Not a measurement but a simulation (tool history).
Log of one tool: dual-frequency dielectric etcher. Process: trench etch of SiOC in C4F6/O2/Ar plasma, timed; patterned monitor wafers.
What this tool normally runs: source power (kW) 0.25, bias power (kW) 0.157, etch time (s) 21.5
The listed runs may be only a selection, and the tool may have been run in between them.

run,hour,source power (kW),bias power (kW),etch time (s),wafers since the last listed run,hours since the last wet clean,hours since the last source power generator calibration,hours since the last bias power generator calibration,hours since the last upper electrode change,hours since the gauge calibration,"read-back reference wafer on the same gauge, depth_nm",mean etch depth across the wafer (angstrom)
1,0,0.25,0.157,21.5,0,24.8,1930.5,4402.6,2440.2,1039.4,33.35,378.6
2,31.3,0.25,0.148,21.5,446,56.1,1961.8,4433.9,2471.5,1070.7,33.38,365.4
3,61.5,0.25,0.148,21.5,430,86.3,1992,4464.1,2501.7,1100.9,33.44,366.6
4,96,0.25,0.148,21.5,492,120.8,2026.5,4498.6,2536.2,1135.4,33.42,367.3
# hour 128.1: upper electrode replaced
5,128.6,0.25,0.157,21.5,122,153.4,2059.1,4531.2,0.5,1168,33.42,377.7
6,155.7,0.25,0.157,21.5,386,180.5,2086.2,4558.3,27.6,1195.1,33.34,375.4
# hour 168.3: gauge calibrated
7,172.7,0.25,0.157,21.5,242,197.5,2103.2,4575.3,44.6,4.4,33.52,376.1
8,194.4,0.25,0.157,21.5,309,219.2,2124.9,4597,66.3,26.1,33.33,373.2
9,212.5,0.25,0.157,21.5,258,237.3,2143,4615.1,84.4,44.2,33.42,374.6
10,245.3,0.25,0.157,19,467,270.1,2175.8,4647.9,117.2,77,33.37,331.4
# hour 279.6: bias power generator calibrated
11,280.1,0.25,0.157,19,439,304.9,2210.6,0.5,152,111.8,33.4,330.2
12,298.6,0.28,0.169,27.5,263,323.4,2229.1,19,170.5,130.3,33.51,520.8
13,319.4,0.25,0.157,21.5,296,344.2,2249.9,39.8,191.3,151.1,33.44,375.2
14,343.6,0.25,0.157,21.5,345,368.4,2274.1,64,215.5,175.3,33.36,376.8
15,371.3,0.25,0.157,25.5,395,396.1,2301.8,91.7,243.2,203,33.38,446.8
16,386,0.25,0.177,18,209,410.8,2316.5,106.4,257.9,217.7,33.33,327.5
17,421.9,0.25,0.157,21.5,512,446.7,2352.4,142.3,293.8,253.6,33.38,374.2
# hour 437.6: source power generator calibrated
# hour 453.3: wet clean of the chamber
18,453.8,0.25,0.193,21.5,175,0.5,16.2,174.2,325.7,285.5,33.37,407.8
19,478.5,0.2,0.179,21.5,352,25.2,40.9,198.9,350.4,310.2,33.41,363.5
20,507.6,0.25,0.18,18,415,54.3,70,228,379.5,339.3,33.5,329.4
21,528.2,0.25,0.157,21.5,293,74.9,90.6,248.6,400.1,359.9,33.45,379.2
22,541.9,0.29,0.157,24,195,88.6,104.3,262.3,413.8,373.6,33.52,440.4
23,560.8,0.21,0.157,21.5,269,107.5,123.2,281.2,432.7,392.5,33.41,351.6
24,590.1,0.25,0.157,21.5,418,136.8,152.5,310.5,462,421.8,33.43,371.9
25,605,0.25,0.157,21.5,212,151.7,167.4,325.4,476.9,436.7,33.39,379.3
26,621.9,0.27,0.157,21.5,241,168.6,184.3,342.3,493.8,453.6,33.49,387.6
27,720.4,0.21,0.188,25.5,1405,267.1,282.8,440.8,592.3,552.1,33.45,443.4
28,735.7,0.23,0.132,25.5,218,282.4,298.1,456.1,607.6,567.4,33.42,406.3
29,755.8,0.23,0.169,25,286,302.5,318.2,476.2,627.7,587.5,33.44,436.4

Entry by entry between the runs, the difference in hidden state between the last listed run before and the first listed run after:
Between runs 4 and 5: upper electrode replaced (hour 128.1)
  nothing in the hidden state changes from one run to the other
Between runs 6 and 7: gauge calibrated (hour 168.3)
  nothing in the hidden state changes from one run to the other
Between runs 10 and 11: bias power generator calibrated (hour 279.6)
  nothing in the hidden state changes from one run to the other
Between runs 17 and 18: source power generator calibrated (hour 437.6); wet clean of the chamber (hour 453.3)
  nothing in the hidden state changes from one run to the other

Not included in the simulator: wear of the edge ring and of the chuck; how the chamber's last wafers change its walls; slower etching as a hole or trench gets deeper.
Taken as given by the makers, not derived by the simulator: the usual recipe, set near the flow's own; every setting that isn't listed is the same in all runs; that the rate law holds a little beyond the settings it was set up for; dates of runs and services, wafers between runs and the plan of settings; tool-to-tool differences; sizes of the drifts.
